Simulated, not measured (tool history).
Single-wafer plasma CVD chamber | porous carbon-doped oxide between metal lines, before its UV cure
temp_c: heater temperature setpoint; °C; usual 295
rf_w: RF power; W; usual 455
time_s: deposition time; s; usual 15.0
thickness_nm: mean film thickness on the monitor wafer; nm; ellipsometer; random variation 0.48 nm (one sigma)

run    hour  temp_c  rf_w  time_s  wafers since the last listed run  hours since the last thermocouple change  hours since the last RF generator calibration  hours since the showerhead was replaced  hours since the gauge calibration  read-back reference wafer on the same gauge, thickness_nm  thickness_nm
  1     0.0     288   455    15.0                                 0                                    1179.3                                         2021.9                                   2484.4                               10.9                                                     82.995        84.222
  2    51.6     295   455    13.5                              1007                                    1230.9                                         2073.5                                   2536.0                               62.5                                                     83.068        73.405
  3    88.2     295   455    15.0                               714                                    1267.5                                         2110.1                                   2572.6                               99.1                                                     83.020        80.184
  4   124.9     295   455    15.0                               716                                    1304.2                                         2146.8                                   2609.3                              135.8                                                     82.968        80.389
  5   191.2     307   455    15.0                              1293                                    1370.5                                         2213.1                                   2675.6                              202.1                                                     83.175        75.262
  6   258.9     307   455    15.0                              1321                                    1438.2                                         2280.8                                   2743.3                              269.8                                                     83.111        75.361
  7   321.4     307   455    15.0                              1219                                    1500.7                                         2343.3                                   2805.8                              332.3                                                     83.100        75.573
  8   388.7     287   455    15.0                              1313                                    1568.0                                         2410.6                                   2873.1                              399.6                                                     83.011        83.289
  9   460.6     287   455    15.0                              1403                                    1639.9                                         2482.5                                   2945.0                              471.5                                                     82.835        83.047
      473.2  -- RF generator calibrated
      510.9  -- showerhead replaced, of another model than before
 10   520.9     295   455    15.0                               864                                    1700.2                                           47.7                                     10.0                              531.8                                                     82.938        79.657
 11   570.7     295   455    15.0                               971                                    1750.0                                           97.5                                     59.8                              581.6                                                     82.965        79.790
 12   641.1     295   455    15.0                              1373                                    1820.4                                          167.9                                    130.2                              652.0                                                     83.047        78.479
 13   711.7     295   520    15.0                              1377                                    1891.0                                          238.5                                    200.8                              722.6                                                     83.024        86.056
      734.0  -- gauge calibrated
      745.8  -- thermocouple changed; heater temperature recalibrated
 14   746.3     286   515    15.9                               519                                       0.5                                          273.1                                    235.4                               12.3                                                     83.020        97.956
 15   807.7     295   455    13.5                              1198                                      61.9                                          334.5                                    296.8                               73.7                                                     83.021        73.551
 16   851.3     295   455    15.0                               850                                     105.5                                          378.1                                    340.4                              117.3                                                     82.935        81.251
 17   915.2     295   455    13.5                              1247                                     169.4                                          442.0                                    404.3                              181.2                                                     82.783        73.768
 18   947.6     310   455    13.3                               632                                     201.8                                          474.4                                    436.7                              213.6                                                     82.977        67.235
 19   989.5     291   525    12.2                               817                                     243.7                                          516.3                                    478.6                              255.5                                                     82.933        74.567
 20  1045.4     299   485    15.0                              1090                                     299.6                                          572.2                                    534.5                              311.4                                                     83.060        82.976
 21  1070.2     286   500    16.6                               484                                     324.4                                          597.0                                    559.3                              336.2                                                     82.860        99.215
 22  1098.4     295   500    16.2                               550                                     352.6                                          625.2                                    587.5                              364.4                                                     82.965        93.269
 23  1165.5     288   495    13.1                              1309                                     419.7                                          692.3                                    654.6                              431.5                                                     83.035        78.638
 24  1203.8     288   380    12.5                               747                                     458.0                                          730.6                                    692.9                              469.8                                                     82.931        62.931

Forecast each of these 5 alternatives for the next run:
  A  1204.2     295   455    13.4                                 7                                     458.4                                          731.0                                    693.3                              470.2                                                          ?             ?
  B  1204.2     291   485    12.7                                 7                                     458.4                                          731.0                                    693.3                              470.2                                                          ?             ?
  C  1204.2     295   410    17.9                                 7                                     458.4                                          731.0                                    693.3                              470.2                                                          ?             ?
  D  1204.2     283   455    13.3                                 7                                     458.4                                          731.0                                    693.3                              470.2                                                          ?             ?
  E  1204.2     295   515    15.0                                 7                                     458.4                                          731.0                                    693.3                              470.2                                                          ?             ?

run  read-back reference wafer on the same gauge, thickness_nm  thickness_nm
  A                                                     83.208        72.513
  B                                                     83.208        73.081
  C                                                     83.208        89.459
  D                                                     83.208        77.066
  E                                                     83.208        86.944
Without the tool's hidden state the same runs would have given:
run  thickness_nm
  A        72.962
  B        73.539
  C        90.012
  D        77.574
  E        87.481
